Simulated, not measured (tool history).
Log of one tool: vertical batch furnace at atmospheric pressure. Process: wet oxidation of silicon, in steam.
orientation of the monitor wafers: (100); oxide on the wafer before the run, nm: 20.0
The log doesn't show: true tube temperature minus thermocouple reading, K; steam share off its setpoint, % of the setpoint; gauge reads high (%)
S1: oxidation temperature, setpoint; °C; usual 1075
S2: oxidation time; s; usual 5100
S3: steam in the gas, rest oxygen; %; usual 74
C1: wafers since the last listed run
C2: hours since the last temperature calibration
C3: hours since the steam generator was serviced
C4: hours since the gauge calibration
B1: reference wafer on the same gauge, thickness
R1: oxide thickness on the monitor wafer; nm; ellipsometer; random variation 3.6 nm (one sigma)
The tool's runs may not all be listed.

Run 1, hour 0: usual settings but S1 1081 °C; C1 0; C2 2180; C3 604.2; C4 1934.8; B1 707.51. Result: R1 727.99 nm.
Run 2, hour 85.9: usual settings but S1 1086 °C, S3 79 %; C1 804; C2 2265.9; C3 690.1; C4 2020.7; B1 709.41. Result: R1 765.44 nm.
Run 3, hour 132.1: usual settings but S1 1086 °C, S3 79 %; C1 432; C2 2312.1; C3 736.3; C4 2066.9; B1 709.53. Result: R1 759.63 nm.
Run 4, hour 194.9: usual settings but S2 5970 s; C1 587; C2 2374.9; C3 799.1; C4 2129.7; B1 708.9. Result: R1 776.19 nm.
Run 5, hour 245.7: usual settings; C1 475; C2 2425.7; C3 849.9; C4 2180.5; B1 709.78. Result: R1 714.55 nm.
Run 6, hour 289.8: usual settings; C1 412; C2 2469.8; C3 894; C4 2224.6; B1 709.4. Result: R1 707.98 nm.
Run 7, hour 347.3: usual settings; C1 538; C2 2527.3; C3 951.5; C4 2282.1; B1 709.09. Result: R1 715.24 nm.
Run 8, hour 428.2: usual settings; C1 757; C2 2608.2; C3 1032.4; C4 2363; B1 707.93. Result: R1 714.82 nm.
Run 9, hour 470.6: usual settings but S3 77 %; C1 396; C2 2650.6; C3 1074.8; C4 2405.4; B1 708.8. Result: R1 735.13 nm.
Run 10, hour 569.5: usual settings but S1 1092 °C; C1 925; C2 2749.5; C3 1173.7; C4 2504.3; B1 708.53. Result: R1 758.25 nm.
Run 11, hour 673.6: usual settings but S1 1092 °C; C1 974; C2 2853.6; C3 1277.8; C4 2608.4; B1 708.72. Result: R1 760.15 nm.
Run 12, hour 720.6: usual settings; C1 439; C2 2900.6; C3 1324.8; C4 2655.4; B1 709.49. Result: R1 713.7 nm.
At hour 766.8: thermocouples replaced and temperature profile calibrated.
Run 13, hour 796.7: usual settings; C1 487; C2 29.9; C3 1400.9; C4 2731.5; B1 708.22. Result: R1 715.82 nm.
Run 14, hour 897.4: usual settings; C1 942; C2 130.6; C3 1501.6; C4 2832.2; B1 709.07. Result: R1 721.82 nm.
Run 15, hour 992: usual settings; C1 885; C2 225.2; C3 1596.2; C4 2926.8; B1 708.86. Result: R1 709.79 nm.
Run 16, hour 1039.2: usual settings; C1 441; C2 272.4; C3 1643.4; C4 2974; B1 709.26. Result: R1 717.98 nm.
Run 17, hour 1138.2: usual settings; C1 926; C2 371.4; C3 1742.4; C4 3073; B1 707.69. Result: R1 718.58 nm.
At hour 1209.3: gauge calibrated.
At hour 1210.1: thermocouples replaced and temperature profile calibrated, repeated, since the last time left the tool worse.
Run 18, hour 1246: usual settings; C1 784; C2 35.9; C3 1850.2; C4 36.7; B1 709.16. Result: R1 696.98 nm.
Run 19, hour 1296.9: usual settings but S2 5910 s; C1 476; C2 86.8; C3 1901.1; C4 87.6; B1 708.13. Result: R1 754.89 nm.
Run 20, hour 1381: usual settings; C1 787; C2 170.9; C3 1985.2; C4 171.7; B1 709.72. Result: R1 697.45 nm.
Run 21, hour 1437.1: usual settings but S1 1058 °C, S2 3630 s, S3 78 %; C1 525; C2 227; C3 2041.3; C4 227.8; B1 709.35. Result: R1 550.34 nm.
Run 22, hour 1521.1: usual settings; C1 786; C2 311; C3 2125.3; C4 311.8; B1 709.19. Result: R1 705.27 nm.
Run 23, hour 1574.8: usual settings but S1 1087 °C, S2 7380 s, S3 65 %; C1 502; C2 364.7; C3 2179; C4 365.5; B1 708.49. Result: R1 848.2 nm.
Run 24, hour 1614.8: usual settings; C1 374; C2 404.7; C3 2219; C4 405.5; B1 709.86. Result: R1 707.82 nm.
Run 25, hour 1674.6: usual settings but S3 69 %; C1 559; C2 464.5; C3 2278.8; C4 465.3; B1 709.02. Result: R1 676.18 nm.
At hour 1731.8: steam generator serviced.
Run 26, hour 1776.2: usual settings but S1 1068 °C, S2 4200 s, S3 69 %; C1 726; C2 566.1; C3 44.4; C4 566.9; B1 708.78. Result: R1 590.67 nm.
Run 27, hour 1834.8: usual settings but S2 5910 s; C1 548; C2 624.7; C3 103; C4 625.5; B1 709.1. Result: R1 765.9 nm.
Run 28, hour 1914.9: usual settings but S1 1083 °C; C1 749; C2 704.8; C3 183.1; C4 705.6; B1 710.06. Result: R1 727.58 nm.
Run 29, hour 2009.2: usual settings; C1 882; C2 799.1; C3 277.4; C4 799.9; B1 708.58. Result: R1 707.38 nm.

Forecast run 30:
Run 30, hour 2097.4: usual settings but S1 1099 °C, S2 7320 s; C1 825; C2 887.3; C3 365.6; C4 888.1; B1 ?. Result: R1 ?.

B1: 709.74
R1: 944 nm
Without the tool's hidden state the same run would have given R1 937.15 nm.

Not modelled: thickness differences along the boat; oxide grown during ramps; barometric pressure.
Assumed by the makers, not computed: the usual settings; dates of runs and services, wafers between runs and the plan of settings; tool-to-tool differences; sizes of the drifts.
